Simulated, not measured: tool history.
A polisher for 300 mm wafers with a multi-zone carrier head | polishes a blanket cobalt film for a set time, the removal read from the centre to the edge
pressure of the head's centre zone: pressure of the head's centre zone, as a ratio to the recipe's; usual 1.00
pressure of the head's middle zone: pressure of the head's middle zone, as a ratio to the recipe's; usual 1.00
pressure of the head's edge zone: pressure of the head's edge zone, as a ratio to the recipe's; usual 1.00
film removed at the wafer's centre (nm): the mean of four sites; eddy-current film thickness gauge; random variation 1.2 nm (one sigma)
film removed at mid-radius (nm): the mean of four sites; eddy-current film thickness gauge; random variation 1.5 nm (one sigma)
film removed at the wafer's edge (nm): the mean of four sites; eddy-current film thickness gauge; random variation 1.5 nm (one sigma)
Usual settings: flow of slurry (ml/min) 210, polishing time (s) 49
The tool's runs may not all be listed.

| run | hour | flow of slurry (ml/min) | pressure of the head's centre zone | pressure of the head's middle zone | pressure of the head's edge zone | polishing time (s) | incoming thickness of the incoming film, nm | film removed at the wafer's centre (nm) | film removed at mid-radius (nm) | film removed at the wafer's edge (nm) |
|---|---|---|---|---|---|---|---|---|---|---|
| 1 | 0.0 | 210 | 0.92 | 1.00 | 1.00 | 49 | 1324.2 | 123.7 | 135.2 | 134.8 |
| 2 | 48.1 | 210 | 0.91 | 1.00 | 1.00 | 49 | 1307.9 | 120.9 | 133.0 | 136.0 |
|  | 144.2 | centre zone pressure recalibrated |
| 3 | 144.9 | 210 | 1.00 | 1.00 | 1.00 | 49 | 1336.1 | 130.7 | 132.4 | 134.8 |
| 4 | 215.6 | 210 | 1.00 | 1.00 | 1.00 | 49 | 1307.3 | 131.8 | 130.3 | 132.8 |
|  | 228.0 | carrier head's membrane replaced by a new one |
| 5 | 253.4 | 210 | 0.96 | 0.94 | 1.05 | 49 | 1287.6 | 128.1 | 126.0 | 137.8 |
| 6 | 358.3 | 210 | 1.00 | 1.00 | 0.97 | 41 | 1283.4 | 112.4 | 111.8 | 109.7 |
| 7 | 458.8 | 210 | 1.00 | 1.00 | 1.00 | 49 | 1338.5 | 131.9 | 133.4 | 129.9 |
|  | 522.0 | worn pad replaced by a new one |
| 8 | 540.4 | 185 | 1.00 | 1.00 | 1.00 | 49 | 1303.5 | 135.6 | 136.0 | 135.1 |
| 9 | 600.1 | 150 | 0.96 | 0.94 | 1.00 | 60 | 1290.6 | 154.1 | 155.3 | 164.4 |
| 10 | 701.9 | 210 | 0.93 | 1.10 | 1.00 | 55 | 1298.9 | 139.7 | 165.5 | 153.1 |
|  | 747.4 | centre zone pressure recalibrated |
|  | 771.4 | slurry nozzle cleaned |
| 11 | 809.1 | 210 | 1.00 | 0.92 | 1.00 | 49 | 1292.5 | 133.2 | 123.6 | 135.0 |
|  | 825.9 | edge zone pressure recalibrated |
| 12 | 854.1 | 210 | 1.00 | 1.00 | 1.00 | 49 | 1330.4 | 134.0 | 134.7 | 132.9 |
| 13 | 905.9 | 210 | 1.00 | 1.00 | 1.00 | 49 | 1302.3 | 134.7 | 133.5 | 132.5 |
| 14 | 968.1 | 210 | 1.00 | 1.00 | 1.06 | 57 | 1321.6 | 154.0 | 156.5 | 160.4 |
| 15 | 1038.0 | 210 | 1.00 | 0.94 | 1.00 | 49 | 1316.9 | 129.8 | 125.8 | 132.5 |
|  | 1083.5 | worn pad replaced by a new one |
| 16 | 1117.9 | 230 | 1.00 | 0.96 | 1.00 | 37 | 1327.2 | 104.6 | 101.7 | 105.3 |
| 17 | 1218.8 | 210 | 1.05 | 1.00 | 1.00 | 49 | 1289.3 | 141.2 | 137.6 | 137.3 |
| 18 | 1287.7 | 210 | 0.95 | 1.00 | 0.95 | 49 | 1320.7 | 126.9 | 136.0 | 131.2 |
| 19 | 1391.3 | 210 | 1.00 | 1.00 | 1.00 | 49 | 1315.7 | 132.8 | 131.6 | 135.3 |
|  | 1451.1 | centre zone pressure recalibrated |
| 20 | 1478.1 | 210 | 0.91 | 1.00 | 1.05 | 49 | 1304.0 | 121.6 | 133.0 | 138.4 |
| 21 | 1545.1 | 210 | 1.00 | 1.00 | 1.00 | 49 | 1312.0 | 132.1 | 131.1 | 133.5 |
| 22 | 1587.3 | 265 | 1.00 | 0.91 | 1.00 | 49 | 1307.8 | 134.4 | 125.4 | 134.5 |

Forecast each of these 4 alternatives for the next run:
| A | 1587.7 | 210 | 1.00 | 1.00 | 1.00 | 49 | 1323.4 | ? | ? | ? |
| B | 1587.7 | 255 | 1.00 | 1.00 | 1.00 | 49 | 1323.4 | ? | ? | ? |
| C | 1587.7 | 270 | 0.91 | 1.00 | 1.11 | 39 | 1323.4 | ? | ? | ? |
| D | 1587.7 | 210 | 1.00 | 1.04 | 1.00 | 41 | 1323.4 | ? | ? | ? |

| run | film removed at the wafer's centre (nm) | film removed at mid-radius (nm) | film removed at the wafer's edge (nm) |
|---|---|---|---|
| A | 132.0 | 135.0 | 133.3 |
| B | 134.7 | 137.4 | 135.1 |
| C | 99.0 | 110.0 | 113.7 |
| D | 110.5 | 116.7 | 111.5 |
Without the tool's hidden state the same runs would have given:
| run | film removed at the wafer's centre (nm) | film removed at mid-radius (nm) | film removed at the wafer's edge (nm) |
|---|---|---|---|
| A | 137.2 | 140.3 | 138.6 |
| B | 140.0 | 142.8 | 140.4 |
| C | 102.9 | 114.3 | 118.2 |
| D | 114.8 | 121.3 | 115.9 |
